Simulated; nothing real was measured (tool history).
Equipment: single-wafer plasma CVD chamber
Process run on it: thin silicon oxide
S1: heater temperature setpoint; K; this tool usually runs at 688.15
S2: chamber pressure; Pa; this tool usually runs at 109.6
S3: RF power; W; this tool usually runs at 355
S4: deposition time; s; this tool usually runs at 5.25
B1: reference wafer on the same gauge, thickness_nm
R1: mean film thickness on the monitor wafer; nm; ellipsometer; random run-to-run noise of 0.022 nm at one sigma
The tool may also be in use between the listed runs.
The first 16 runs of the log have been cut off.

{"run": 17, "hour": 184.2, "S1": 688.15, "S2": 109.6, "S3": 355, "S4": 5.25, "B1": 12.305, "R1": 11.354}
{"run": 18, "hour": 193.2, "S1": 688.15, "S2": 119.5, "S3": 390, "S4": 5.25, "B1": 12.292, "R1": 12.337}
{"run": 19, "hour": 210.6, "S1": 688.15, "S2": 84.1, "S3": 395, "S4": 4.94, "B1": 12.304, "R1": 9.263}
{"hour": 224.6, "done": "thermocouple changed; heater temperature recalibrated"}
{"run": 20, "hour": 225.1, "S1": 700.15, "S2": 109.6, "S3": 395, "S4": 5.25, "B1": 12.303, "R1": 11.677}
{"run": 21, "hour": 234.9, "S1": 688.15, "S2": 109.6, "S3": 355, "S4": 5.25, "B1": 12.306, "R1": 11.387}
{"run": 22, "hour": 252.2, "S1": 688.15, "S2": 109.6, "S3": 355, "S4": 5.82, "B1": 12.301, "R1": 12.702}
{"run": 23, "hour": 266.0, "S1": 688.15, "S2": 109.6, "S3": 355, "S4": 5.25, "B1": 12.311, "R1": 11.398}
{"run": 24, "hour": 276.7, "S1": 677.15, "S2": 109.6, "S3": 355, "S4": 5.25, "B1": 12.297, "R1": 11.503}
{"run": 25, "hour": 290.7, "S1": 679.15, "S2": 89.6, "S3": 395, "S4": 5.72, "B1": 12.301, "R1": 11.36}
{"run": 26, "hour": 299.4, "S1": 688.15, "S2": 109.6, "S3": 380, "S4": 5.25, "B1": 12.299, "R1": 11.691}
{"run": 27, "hour": 309.6, "S1": 688.15, "S2": 120.1, "S3": 355, "S4": 6.04, "B1": 12.298, "R1": 13.912}
{"run": 28, "hour": 325.9, "S1": 693.15, "S2": 109.6, "S3": 310, "S4": 5.69, "B1": 12.301, "R1": 11.859}
{"run": 29, "hour": 336.9, "S1": 688.15, "S2": 109.6, "S3": 355, "S4": 5.25, "B1": 12.295, "R1": 11.483}
{"run": 30, "hour": 343.3, "S1": 688.15, "S2": 109.6, "S3": 355, "S4": 5.25, "B1": 12.306, "R1": 11.467}

Forecast each of these 3 alternatives for the next run:
{"run": "A", "hour": 343.7, "S1": 688.15, "S2": 109.6, "S3": 355, "S4": 5.25, "B1": "?", "R1": "?"}
{"run": "B", "hour": 343.7, "S1": 688.15, "S2": 134.5, "S3": 310, "S4": 5.25, "B1": "?", "R1": "?"}
{"run": "C", "hour": 343.7, "S1": 688.15, "S2": 123.9, "S3": 355, "S4": 5.25, "B1": "?", "R1": "?"}

run=A B1=12.298 R1=11.489
run=B B1=12.298 R1=12.461
run=C B1=12.298 R1=12.368
Stripped of hidden state, with their random variation kept, the same runs would have yielded:
run=A R1=11.422
run=B R1=12.392
run=C R1=12.300

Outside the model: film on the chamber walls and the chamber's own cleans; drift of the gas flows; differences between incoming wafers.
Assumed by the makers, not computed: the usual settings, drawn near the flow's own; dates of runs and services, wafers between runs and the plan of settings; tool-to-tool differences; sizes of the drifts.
